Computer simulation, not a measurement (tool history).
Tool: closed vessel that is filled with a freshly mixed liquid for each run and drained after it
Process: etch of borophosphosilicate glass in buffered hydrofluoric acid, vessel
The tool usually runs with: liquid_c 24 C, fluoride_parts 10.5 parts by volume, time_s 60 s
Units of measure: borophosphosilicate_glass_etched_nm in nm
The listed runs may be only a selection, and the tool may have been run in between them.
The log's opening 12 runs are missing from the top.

run   hour  liquid_c  fluoride_parts  time_s  read-back film thickness of the borophosphosilicate glass reference wafer, read on the same gauge (nm)  borophosphosilicate_glass_etched_nm
     145.8  -- hydrofluoric acid flow meter replaced
 13  148.3        24               8      40                                                                                                   79.93                                79.11
 14  157.6        24            10.5      60                                                                                                   79.99                                92.37
 15    166        24            10.5      60                                                                                                   79.99                                93.62
 16  181.5        24            10.5      60                                                                                                   80.03                                92.06
 17  195.8        24            10.5      75                                                                                                   80.01                                116.1
 18  203.9        24            10.5      60                                                                                                   80.02                                93.11
 19  221.5        24              14      60                                                                                                   79.97                                69.99
 20  236.1        26             7.5      40                                                                                                      80                                94.16
 21  249.6        27               7      40                                                                                                   80.01                               106.52
 22  255.8        24            10.5      35                                                                                                      80                                53.51
 23  261.8        27            14.5      95                                                                                                   79.99                               125.85
 24  270.4        24               8      60                                                                                                   80.03                               117.61
 25  288.3        29            10.5      60                                                                                                   79.97                               120.24
 26    301        24            10.5      45                                                                                                   80.04                                69.64
 27  311.8        24              14      60                                                                                                   79.98                                69.84
 28  329.2        24            10.5      65                                                                                                   79.93                                99.49
 29  340.7        24            13.5      85                                                                                                   79.99                               102.05
 30    355        24            10.5      60                                                                                                   79.95                                92.88
 31  370.9        24            10.5      80                                                                                                   79.98                               123.85

Forecast each of these 4 alternatives for the next run:
  A  371.6        26            10.5      60                                                                                                       ?                                    ?
  B  371.6        22            13.5      30                                                                                                       ?                                    ?
  C  371.6        22            11.5      60                                                                                                       ?                                    ?
  D  371.6      28.5            12.5      35                                                                                                       ?                                    ?

run  read-back film thickness of the borophosphosilicate glass reference wafer, read on the same gauge (nm)  borophosphosilicate_glass_etched_nm
  A                                                                                                   80.02                               102.36
  B                                                                                                   80.02                                32.22
  C                                                                                                   80.02                                75.48
  D                                                                                                   80.02                                57.42
Take away the tool's hidden state, keep each run's random variation, and the runs would have read:
run  borophosphosilicate_glass_etched_nm
  A                               103.56
  B                                32.59
  C                                76.33
  D                                58.11

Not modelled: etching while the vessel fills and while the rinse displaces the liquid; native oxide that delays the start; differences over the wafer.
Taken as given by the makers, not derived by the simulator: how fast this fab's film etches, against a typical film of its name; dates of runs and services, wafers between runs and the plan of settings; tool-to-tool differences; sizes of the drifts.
